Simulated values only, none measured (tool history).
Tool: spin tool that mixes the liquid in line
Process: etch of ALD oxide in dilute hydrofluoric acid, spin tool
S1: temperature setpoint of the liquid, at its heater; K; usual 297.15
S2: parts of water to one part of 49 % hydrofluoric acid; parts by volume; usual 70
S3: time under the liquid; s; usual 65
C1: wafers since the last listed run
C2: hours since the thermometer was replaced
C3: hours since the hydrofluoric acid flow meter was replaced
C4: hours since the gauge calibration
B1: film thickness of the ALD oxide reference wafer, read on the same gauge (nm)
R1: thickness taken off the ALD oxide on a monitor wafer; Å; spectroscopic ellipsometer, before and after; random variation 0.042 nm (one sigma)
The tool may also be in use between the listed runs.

run	hour	S1	S2	S3	C1	C2	C3	C4	B1	R1
1	0.0	297.15	85	65	0	250.1	577.8	966.2	70.01	71.5
2	45.4	297.15	85	65	562	295.5	623.2	1011.6	69.99	71.9
3	90.2	297.15	70	65	555	340.3	668.0	1056.4	69.98	88.3
4	150.4	297.15	70	65	745	400.5	728.2	1116.6	69.98	88.5
5	183.7	297.15	70	65	412	433.8	761.5	1149.9	70.03	88.0
6	228.2	297.15	100	65	551	478.3	806.0	1194.4	69.98	59.3
7	258.3	297.15	70	85	372	508.4	836.1	1224.5	70.02	115.1
8	291.1	297.15	70	85	406	541.2	868.9	1257.3	70.00	116.2
9	336.2	297.15	70	65	558	586.3	914.0	1302.4	70.03	88.2
10	372.0	295.65	70	65	443	622.1	949.8	1338.2	69.99	82.6
11	401.1	295.65	70	65	360	651.2	978.9	1367.3	70.01	82.6
12	437.8	295.65	70	65	454	687.9	1015.6	1404.0	70.00	83.6
13	504.7	297.15	70	65	828	754.8	1082.5	1470.9	70.01	88.3
14	563.1	297.15	70	65	723	813.2	1140.9	1529.3	69.99	87.9
15	633.4	297.15	70	65	870	883.5	1211.2	1599.6	70.01	87.4
16	828.8	301.15	70	105	2420	1078.9	1406.6	1795.0	70.02	165.1
# hour 877.3: gauge calibrated
17	886.8	297.15	60	80	718	1136.9	1464.6	9.5	70.01	127.4
18	948.1	297.15	40	65	759	1198.2	1525.9	70.8	69.99	157.6
19	1019.9	297.15	70	65	889	1270.0	1597.7	142.6	69.97	86.7
20	1090.2	301.15	45	25	870	1340.3	1668.0	212.9	69.98	63.1
21	1156.8	297.15	70	95	825	1406.9	1734.6	279.5	70.00	126.1
# hour 1179.2: hydrofluoric acid flow meter replaced
# hour 1205.1: thermometer replaced
22	1211.4	297.15	70	65	651	6.3	32.2	334.1	70.00	89.8
23	1421.0	297.15	70	65	2596	215.9	241.8	543.7	70.00	88.6
24	1478.4	294.15	70	80	711	273.3	299.2	601.1	69.99	97.4
25	1525.7	297.15	70	65	586	320.6	346.5	648.4	70.02	88.8
26	1596.1	297.15	70	65	872	391.0	416.9	718.8	69.99	88.9
27	1663.4	297.15	70	65	833	458.3	484.2	786.1	69.98	89.2
28	1725.5	292.65	90	80	769	520.4	546.3	848.2	70.01	68.9
29	1766.5	295.65	100	95	507	561.4	587.3	889.2	70.00	82.5
30	1885.7	295.15	60	105	1476	680.6	706.5	1008.4	70.00	155.9
31	1910.3	292.65	70	65	304	705.2	731.1	1033.0	70.00	73.6

What the log doesn't show, run by run:
liquid hotter than its thermometer reads (K): 0 in every run
gauge reads high (%): 0 in every run
H1: hydrofluoric acid flow below the setpoint (%)
run	H1
1	1.31
2	1.4
3	1.49
4	1.61
5	1.68
6	1.77
7	1.83
8	1.9
9	1.99
10	2.06
11	2.12
12	2.19
13	2.33
14	2.45
15	2.59
16	2.99
17	3.1
18	3.23
19	3.37
20	3.52
21	3.65
22	0.443
23	0.868
24	0.984
25	1.08
26	1.22
27	1.36
28	1.49
29	1.57
30	1.81
31	1.86
